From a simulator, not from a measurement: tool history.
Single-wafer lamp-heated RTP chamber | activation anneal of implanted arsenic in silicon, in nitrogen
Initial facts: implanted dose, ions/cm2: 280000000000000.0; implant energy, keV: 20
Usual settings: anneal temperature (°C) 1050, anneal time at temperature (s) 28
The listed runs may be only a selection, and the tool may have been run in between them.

run,hour,anneal temperature (°C),anneal time at temperature (s),"read-back reference wafer on the same gauge, sheet resistance",sheet resistance of the implanted and annealed layer (ohm/square)
1,0.0,1050,24,349.64,298.78
# hour 22.8: pyrometer window cleaned and pyrometer calibrated
2,25.3,1050,28,349.62,298.57
3,39.3,1062,21,349.99,298.24
4,59.4,1028,28,349.94,303.13
5,89.0,1028,28,350.52,302.58
6,104.7,1050,40,350.32,295.24
7,122.9,1050,40,350.70,296.49
# hour 131.1: reflector plate cleaned
8,137.0,1050,28,350.79,300.22
9,161.2,1050,28,350.73,299.52
# hour 183.5: pyrometer window cleaned and pyrometer calibrated
10,184.0,1050,28,351.02,299.63
11,194.9,1044,23,350.98,302.00
12,216.3,1044,23,351.63,301.59
13,244.8,1044,23,351.25,304.01
# hour 328.0: reflector plate cleaned
14,337.2,1027,28,351.55,302.42
15,368.6,1027,28,351.87,305.24
# hour 389.0: pyrometer window cleaned and pyrometer calibrated
16,393.2,1038,28,352.01,304.29
# hour 414.8: gauge calibrated
17,421.3,1062,36,345.68,290.70
18,447.1,1070,14,346.85,298.51
19,466.3,1028,17,347.57,303.95
20,496.7,1050,28,348.46,297.92
# hour 537.2: reflector plate cleaned
21,537.7,1050,20,349.32,300.12
22,552.4,1036,34,349.43,301.28
23,574.5,1050,37,350.23,295.88
# hour 582.9: pyrometer window cleaned and pyrometer calibrated
24,602.1,1029,37,350.45,300.10
25,630.4,1077,19,350.79,297.86
26,650.0,1079,36,351.19,291.91
27,670.9,1050,28,351.53,299.07
28,694.7,1076,28,351.71,295.10
29,718.7,1050,28,351.85,301.30
# hour 735.4: reflector plate cleaned
30,744.8,1050,40,352.33,298.13
# hour 780.9: pyrometer window cleaned and pyrometer calibrated
31,781.4,1031,28,352.38,302.63
32,799.6,1050,19,352.11,304.53
33,821.6,1050,28,352.79,302.29
34,835.1,1063,32,352.50,298.25
35,855.5,1073,28,352.67,296.12

Run-by-run hidden state of the tool:
true wafer temperature minus pyrometer reading, K: 0 across all the runs
wafer temperature error from the tarnished reflector plate, K: 0 across all the runs
H1: gauge reads high (%)
run,H1
1,1.25
2,1.35
3,1.4
4,1.47
5,1.55
6,1.6
7,1.64
8,1.67
9,1.72
10,1.75
11,1.77
12,1.8
13,1.84
14,1.92
15,1.94
16,1.95
17,0.209
18,0.503
19,0.696
20,0.962
21,1.26
22,1.35
23,1.47
24,1.61
25,1.73
26,1.8
27,1.87
28,1.94
29,2
30,2.06
31,2.13
32,2.15
33,2.19
34,2.2
35,2.23
